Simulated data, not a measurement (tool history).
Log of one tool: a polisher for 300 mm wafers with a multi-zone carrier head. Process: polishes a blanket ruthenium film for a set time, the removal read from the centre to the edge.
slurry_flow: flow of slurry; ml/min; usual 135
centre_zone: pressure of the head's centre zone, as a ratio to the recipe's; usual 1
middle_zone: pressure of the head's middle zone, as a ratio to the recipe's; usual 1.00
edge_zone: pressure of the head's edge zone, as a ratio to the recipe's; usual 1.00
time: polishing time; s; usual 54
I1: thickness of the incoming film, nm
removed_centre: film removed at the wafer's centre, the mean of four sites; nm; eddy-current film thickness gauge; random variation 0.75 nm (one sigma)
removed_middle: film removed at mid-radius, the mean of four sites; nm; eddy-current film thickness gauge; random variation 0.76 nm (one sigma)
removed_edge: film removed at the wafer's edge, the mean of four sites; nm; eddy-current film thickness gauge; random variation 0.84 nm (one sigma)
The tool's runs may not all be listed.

{"run": 1, "hour": 0.0, "slurry_flow": 120, "centre_zone": 1, "middle_zone": 1.07, "edge_zone": 1.0, "time": 54, "I1": 518.6, "removed_centre": 58.0, "removed_middle": 62.2, "removed_edge": 60.4}
{"run": 2, "hour": 33.7, "slurry_flow": 120, "centre_zone": 1, "middle_zone": 1.07, "edge_zone": 1.0, "time": 54, "I1": 525.6, "removed_centre": 57.6, "removed_middle": 61.8, "removed_edge": 58.4}
{"hour": 59.2, "done": "worn pad replaced by a new one"}
{"run": 3, "hour": 60.3, "slurry_flow": 120, "centre_zone": 1, "middle_zone": 1.07, "edge_zone": 1.0, "time": 54, "I1": 513.3, "removed_centre": 57.4, "removed_middle": 61.0, "removed_edge": 59.4}
{"run": 4, "hour": 94.3, "slurry_flow": 135, "centre_zone": 1, "middle_zone": 1.0, "edge_zone": 1.0, "time": 54, "I1": 528.9, "removed_centre": 61.2, "removed_middle": 57.5, "removed_edge": 59.4}
{"run": 5, "hour": 113.7, "slurry_flow": 135, "centre_zone": 1, "middle_zone": 1.0, "edge_zone": 1.0, "time": 54, "I1": 510.0, "removed_centre": 60.0, "removed_middle": 59.2, "removed_edge": 60.5}
{"run": 6, "hour": 146.8, "slurry_flow": 135, "centre_zone": 1, "middle_zone": 1.0, "edge_zone": 1.0, "time": 54, "I1": 525.6, "removed_centre": 58.8, "removed_middle": 58.9, "removed_edge": 60.0}
{"run": 7, "hour": 175.2, "slurry_flow": 135, "centre_zone": 1, "middle_zone": 1.0, "edge_zone": 1.0, "time": 54, "I1": 521.2, "removed_centre": 58.8, "removed_middle": 58.7, "removed_edge": 60.5}
{"hour": 183.5, "done": "worn pad replaced by a new one"}
{"hour": 189.3, "done": "slurry nozzle cleaned"}
{"run": 8, "hour": 189.8, "slurry_flow": 135, "centre_zone": 1, "middle_zone": 1.0, "edge_zone": 1.0, "time": 54, "I1": 525.0, "removed_centre": 63.4, "removed_middle": 62.5, "removed_edge": 61.9}
{"run": 9, "hour": 208.3, "slurry_flow": 135, "centre_zone": 1, "middle_zone": 0.96, "edge_zone": 1.09, "time": 43, "I1": 516.8, "removed_centre": 48.2, "removed_middle": 47.2, "removed_edge": 50.0}

The next listed run, before its measurement:
{"hour": 218.0, "done": "carrier head's membrane replaced by a new one"}
{"hour": 242.2, "done": "edge zone pressure recalibrated"}
{"run": 10, "hour": 270.0, "slurry_flow": 135, "centre_zone": 1, "middle_zone": 1.0, "edge_zone": 1.0, "time": 54, "I1": 521.5, "removed_centre": "?", "removed_middle": "?", "removed_edge": "?"}

Run 10 gave removed_centre 61.1 nm, removed_middle 62.4 nm, removed_edge 61.4 nm.
Without the tool's hidden state the same run would have given removed_centre 62.1 nm, removed_middle 63.2 nm, removed_edge 62.0 nm.
